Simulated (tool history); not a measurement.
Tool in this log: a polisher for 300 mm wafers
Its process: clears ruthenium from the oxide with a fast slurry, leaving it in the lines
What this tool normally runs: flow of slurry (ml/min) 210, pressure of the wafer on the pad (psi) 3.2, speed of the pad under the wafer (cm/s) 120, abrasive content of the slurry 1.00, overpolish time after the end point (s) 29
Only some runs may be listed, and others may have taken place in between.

run,hour,flow of slurry (ml/min),pressure of the wafer on the pad (psi),speed of the pad under the wafer (cm/s),abrasive content of the slurry,overpolish time after the end point (s),wafers since the last listed run,wafers polished on this pad,hours since the slurry nozzle was cleaned,hours since the head pressure was calibrated,hours since the slurry blender was calibrated,"incoming thickness of the incoming film, nm",time until the end point was called (s),dishing of a wide line in a test structure (Å)
1,0.0,210,3.2,120,1.00,29,0,490,277.0,805.5,24.8,158.0,36.4,654
2,12.3,210,3.2,120,1.00,29,149,640,289.3,817.8,37.1,157.3,36.6,654
# hour 37.6: worn pad replaced by a new one
3,56.2,210,3.2,120,1.00,29,485,226,333.2,861.7,81.0,163.3,40.9,619
4,66.5,210,3.2,120,1.00,29,125,351,343.5,872.0,91.3,159.3,39.0,627
# hour 81.3: slurry blender recalibrated
5,82.0,210,3.2,120,1.00,29,164,516,359.0,887.5,0.7,158.4,33.8,644
# hour 95.7: head pressure recalibrated
6,98.9,210,3.2,120,1.00,29,181,697,375.9,3.2,17.6,157.3,34.2,653
# hour 107.4: slurry nozzle cleaned
7,113.5,210,3.2,120,1.25,29,165,862,6.1,17.8,32.2,159.5,33.0,680
# hour 125.1: worn pad replaced by a new one
8,130.2,210,3.2,120,1.25,29,154,62,22.8,34.5,48.9,161.5,34.3,674
9,146.9,210,3.2,120,1.00,29,203,265,39.5,51.2,65.6,161.1,39.0,635
10,156.3,210,3.9,120,1.00,29,114,379,48.9,60.6,75.0,161.7,32.9,677
11,176.7,210,3.2,146,0.75,29,248,627,69.3,81.0,95.4,158.9,37.0,645
12,190.9,210,3.2,120,1.00,29,172,800,83.5,95.2,109.6,160.2,39.0,612
# hour 202.4: slurry blender recalibrated
13,207.7,210,4.0,150,0.80,29,179,980,100.3,112.0,5.3,162.6,26.2,704
# hour 222.3: worn pad replaced by a new one
14,238.2,165,3.2,120,1.00,24,322,193,130.8,142.5,35.8,162.5,39.2,588
15,252.9,190,3.2,120,1.00,29,178,372,145.5,157.2,50.5,159.8,38.7,644
16,261.0,170,2.1,146,0.90,29,98,470,153.6,165.3,58.6,160.1,49.4,553
17,272.9,180,4.1,120,1.00,23,144,615,165.5,177.2,70.5,158.5,31.9,621
18,280.0,210,3.9,136,1.00,29,86,701,172.6,184.3,77.6,160.4,29.3,708
19,290.8,210,3.2,120,1.00,29,131,832,183.4,195.1,88.4,162.1,41.0,638
20,303.9,260,2.1,120,0.70,29,159,992,196.5,208.2,101.5,158.2,68.5,469

Hidden state at the last listed run before each entry between runs and at the first one after, where it differs:
Logged between run 2 and run 3: worn pad replaced by a new one (hour 37.6)
  abrasive missing from the slurry, %: 19.9 -> 27.3
  measured minus no-state result, time until the end point was called (s): +4.0 -> +6.5; dishing of a wide line in a test structure (Å): -31 -> -46
Logged between run 4 and run 5: slurry blender recalibrated (hour 81.3)
  abrasive missing from the slurry, %: 28.1 -> 1.8
  measured minus no-state result, time until the end point was called (s): +6.4 -> +0.3; dishing of a wide line in a test structure (Å): -47 -> -2
Logged between run 5 and run 6: head pressure recalibrated (hour 95.7)
  abrasive missing from the slurry, %: 1.8 -> 11.8
  measured minus no-state result, time until the end point was called (s): +0.3 -> +2.1; dishing of a wide line in a test structure (Å): -2 -> -16
Logged between run 6 and run 7: slurry nozzle cleaned (hour 107.4)
  abrasive missing from the slurry, %: 11.8 -> 17.5
  measured minus no-state result, time until the end point was called (s): +2.1 -> +2.7; dishing of a wide line in a test structure (Å): -16 -> -21
Logged between run 7 and run 8: worn pad replaced by a new one (hour 125.1)
  abrasive missing from the slurry, %: 17.5 -> 21.8
  measured minus no-state result, time until the end point was called (s): +2.7 -> +3.7; dishing of a wide line in a test structure (Å): -21 -> -28
Logged between run 12 and run 13: slurry blender recalibrated (hour 202.4)
  abrasive missing from the slurry, %: 28.1 -> 6.77
  measured minus no-state result, time until the end point was called (s): +6.4 -> +1.0; dishing of a wide line in a test structure (Å): -47 -> -8
Logged between run 13 and run 14: worn pad replaced by a new one (hour 222.3)
  abrasive missing from the slurry, %: 6.77 -> 20.4
  measured minus no-state result, time until the end point was called (s): +1.0 -> +4.4; dishing of a wide line in a test structure (Å): -8 -> -36

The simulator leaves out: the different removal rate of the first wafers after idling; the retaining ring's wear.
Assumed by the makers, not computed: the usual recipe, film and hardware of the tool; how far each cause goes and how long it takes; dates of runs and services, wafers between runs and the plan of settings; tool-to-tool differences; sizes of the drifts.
